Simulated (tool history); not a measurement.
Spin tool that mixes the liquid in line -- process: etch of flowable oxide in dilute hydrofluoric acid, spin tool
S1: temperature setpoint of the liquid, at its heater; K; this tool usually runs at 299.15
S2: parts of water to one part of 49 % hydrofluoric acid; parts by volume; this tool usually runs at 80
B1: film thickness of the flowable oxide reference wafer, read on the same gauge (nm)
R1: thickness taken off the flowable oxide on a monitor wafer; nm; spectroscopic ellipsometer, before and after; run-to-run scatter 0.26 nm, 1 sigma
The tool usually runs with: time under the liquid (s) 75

{"run": 1, "hour": 0.0, "S1": 299.15, "S2": 80, "time under the liquid (s)": 75, "B1": 150.03, "R1": 32.37}
{"run": 2, "hour": 41.1, "S1": 299.15, "S2": 105, "time under the liquid (s)": 65, "B1": 150.0, "R1": 21.04}
{"run": 3, "hour": 90.7, "S1": 299.15, "S2": 105, "time under the liquid (s)": 65, "B1": 150.05, "R1": 21.02}
{"run": 4, "hour": 148.0, "S1": 299.15, "S2": 105, "time under the liquid (s)": 65, "B1": 150.01, "R1": 20.83}
{"run": 5, "hour": 219.2, "S1": 299.15, "S2": 80, "time under the liquid (s)": 75, "B1": 149.94, "R1": 32.47}
{"run": 6, "hour": 255.1, "S1": 299.15, "S2": 80, "time under the liquid (s)": 75, "B1": 150.02, "R1": 32.02}
{"run": 7, "hour": 284.3, "S1": 299.15, "S2": 80, "time under the liquid (s)": 75, "B1": 150.01, "R1": 32.93}
{"run": 8, "hour": 327.4, "S1": 299.15, "S2": 80, "time under the liquid (s)": 75, "B1": 150.0, "R1": 33.13}
{"run": 9, "hour": 371.2, "S1": 299.15, "S2": 80, "time under the liquid (s)": 75, "B1": 150.03, "R1": 32.67}
{"run": 10, "hour": 436.3, "S1": 299.15, "S2": 80, "time under the liquid (s)": 75, "B1": 150.03, "R1": 33.32}
{"run": 11, "hour": 476.8, "S1": 299.15, "S2": 80, "time under the liquid (s)": 75, "B1": 149.98, "R1": 32.9}
{"run": 12, "hour": 514.3, "S1": 299.15, "S2": 80, "time under the liquid (s)": 75, "B1": 149.96, "R1": 32.88}
{"run": 13, "hour": 578.6, "S1": 299.15, "S2": 80, "time under the liquid (s)": 95, "B1": 150.02, "R1": 41.2}
{"run": 14, "hour": 607.7, "S1": 299.15, "S2": 80, "time under the liquid (s)": 95, "B1": 149.98, "R1": 41.61}
{"run": 15, "hour": 678.1, "S1": 299.15, "S2": 80, "time under the liquid (s)": 95, "B1": 149.99, "R1": 41.17}
{"run": 16, "hour": 849.9, "S1": 299.15, "S2": 80, "time under the liquid (s)": 75, "B1": 149.96, "R1": 32.52}
{"run": 17, "hour": 916.2, "S1": 295.65, "S2": 100, "time under the liquid (s)": 60, "B1": 150.02, "R1": 17.59}
{"run": 18, "hour": 983.2, "S1": 299.15, "S2": 80, "time under the liquid (s)": 75, "B1": 149.99, "R1": 32.74}
{"run": 19, "hour": 1009.0, "S1": 301.65, "S2": 65, "time under the liquid (s)": 60, "B1": 149.94, "R1": 36.15}
{"run": 20, "hour": 1042.6, "S1": 299.15, "S2": 80, "time under the liquid (s)": 75, "B1": 150.01, "R1": 32.74}
{"run": 21, "hour": 1099.9, "S1": 295.65, "S2": 100, "time under the liquid (s)": 60, "B1": 149.98, "R1": 17.5}

What will run 22 give?
{"run": 22, "hour": 1143.6, "S1": 294.65, "S2": 60, "time under the liquid (s)": 95, "B1": "?", "R1": "?"}

B1: 150.00
R1: 47.16 nm
With no hidden state in the tool, this same run would have given R1 47.16 nm.
